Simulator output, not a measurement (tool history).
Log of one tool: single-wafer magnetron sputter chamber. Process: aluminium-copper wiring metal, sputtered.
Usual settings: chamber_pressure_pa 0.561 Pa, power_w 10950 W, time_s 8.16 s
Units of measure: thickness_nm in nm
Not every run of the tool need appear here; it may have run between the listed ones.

run   hour  chamber_pressure_pa  power_w  time_s  wafers since the last listed run  wafers on the sputter target  hours since the last manometer calibration  hours since the magnet pack was replaced  hours since the gauge calibration  read-back reference wafer on the same gauge, thickness_nm  thickness_nm
  1      0                0.561    10950    8.16                                 0                           262                                      1760.4                                    6911.8                                344                                                    134.006       160.397
  2   13.2                0.561    10950    8.16                               364                           627                                      1773.6                                      6925                              357.2                                                    134.082       160.326
  3     26                0.561    10950    8.16                               353                           981                                      1786.4                                    6937.8                                370                                                    134.024       161.518
  4   41.8                0.561    10950    7.06                               436                          1417                                      1802.2                                    6953.6                              385.8                                                    133.935       139.055
  5   56.4                0.561    10950    7.06                               403                          1821                                      1816.8                                    6968.2                              400.4                                                    133.979       139.095
  6   62.5                0.561    10950    7.06                               168                          1989                                      1822.9                                    6974.3                              406.5                                                    134.037       139.338
  7   69.4                0.561    10950    8.16                               190                          2180                                      1829.8                                    6981.2                              413.4                                                    133.999        160.98
  8   84.5                0.561    10950    8.16                               417                          2597                                      1844.9                                    6996.3                              428.5                                                    133.945       161.037
  9   97.1                0.561    10950    8.16                               348                          2945                                      1857.5                                    7008.9                              441.1                                                    134.062       160.789
 10  109.8                0.561    10950    8.16                               350                          3296                                      1870.2                                    7021.6                              453.8                                                    134.041       161.414
 11  125.4                0.561    10950    8.16                               431                          3727                                      1885.8                                    7037.2                              469.4                                                    133.975       161.616
     137.1  -- gauge calibrated
 12  143.1                0.561    10950    8.16                               489                          4216                                      1903.5                                    7054.9                                  6                                                    133.983       161.989
     158.4  -- capacitance manometer re-zeroed and calibrated
 13  158.8                0.561    10950    8.16                               212                          4429                                         0.4                                    7070.6                               21.7                                                    133.996       152.612
 14  169.4                0.561    10950    8.16                               292                          4722                                          11                                    7081.2                               32.3                                                    133.998       152.685
 15  175.9                0.561    10950    8.16                               179                          4901                                        17.5                                    7087.7                               38.8                                                    134.044       152.256
 16    184                0.561    10950    8.16                               223                          5125                                        25.6                                    7095.8                               46.9                                                    134.056       153.117
 17  192.3                0.561    10950    8.16                               229                          5354                                        33.9                                    7104.1                               55.2                                                     134.01       153.694
 18  199.1                0.561    10950    8.16                               187                          5542                                        40.7                                    7110.9                                 62                                                    133.976       152.466
 19  213.9                0.768     9200    8.97                               408                          5951                                        55.5                                    7125.7                               76.8                                                    134.004       127.916
 20  231.2                0.561    12950    8.16                               477                          6429                                        72.8                                      7143                               94.1                                                    133.982       180.455
     239.7  -- sputter target and shields replaced
 21  249.1                0.339    10950    8.84                               273                           259                                        90.7                                    7160.9                                112                                                    133.995        184.02
 22  260.3                0.748     8300    6.76                               309                           568                                       101.9                                    7172.1                              123.2                                                    134.001         88.04
 23  272.3                0.561    13250    9.62                               331                           900                                       113.9                                    7184.1                              135.2                                                     134.01       217.887
 24  284.6                 0.64    10950    9.12                               339                          1240                                       126.2                                    7196.4                              147.5                                                    134.038       164.836
 25  292.5                0.561    10950    8.16                               218                          1458                                       134.1                                    7204.3                              155.4                                                    134.041       153.348
 26  302.8                0.561    10950    8.16                               284                          1743                                       144.4                                    7214.6                              165.7                                                     133.95       153.157
     331.6  -- magnet pack replaced
 27  349.9                0.721     8300    6.93                              1080                          2823                                       191.5                                      18.3                              212.8                                                    133.955          91.4
 28  366.5                0.643    13550    9.15                               458                          3282                                       208.1                                      34.9                              229.4                                                    133.973       204.583
 29  380.1                0.781     8900    8.16                               375                          3657                                       221.7                                      48.5                                243                                                    134.006       112.019
 30  389.8                0.759    10950    8.16                               268                          3925                                       231.4                                      58.2                              252.7                                                    134.014       139.362
 31  401.2                0.485     9500    7.35                               314                          4240                                       242.8                                      69.6                              264.1                                                    133.992       124.161
 32  411.3                0.561     9150     8.6                               279                          4519                                       252.9                                      79.7                              274.2                                                    134.055       135.199
 33  426.8                0.561    10950    8.16                               428                          4948                                       268.4                                      95.2                              289.7                                                    133.983       153.626
 34  435.1                0.561    12250    8.16                               229                          5177                                       276.7                                     103.5                                298                                                    134.001       171.449
 35  446.7                0.425    10950    6.92                               320                          5498                                       288.3                                     115.1                              309.6                                                    134.027       139.526
     464.6  -- sputter target and shields replaced
 36  465.1                0.372    13250    7.29                               287                            12                                       306.7                                     133.5                                328                                                    134.023       182.984

3 ways to go on from here, each from the tool as it stands after run 36. What would each give?
  A  465.5                 0.48    10950    8.16                                11                            23                                       307.1                                     133.9                              328.4                                                          ?             ?
  B  465.5                0.561    13300    8.16                                11                            23                                       307.1                                     133.9                              328.4                                                          ?             ?
  C  465.5                0.714     8350    9.38                                11                            23                                       307.1                                     133.9                              328.4                                                          ?             ?

run  read-back reference wafer on the same gauge, thickness_nm  thickness_nm
  A                                                    133.944       159.705
  B                                                    133.944       186.464
  C                                                    133.944       125.105
What these runs would have given with no unlogged condition in the tool:
run  thickness_nm
  A       160.286
  B       187.238
  C       125.738
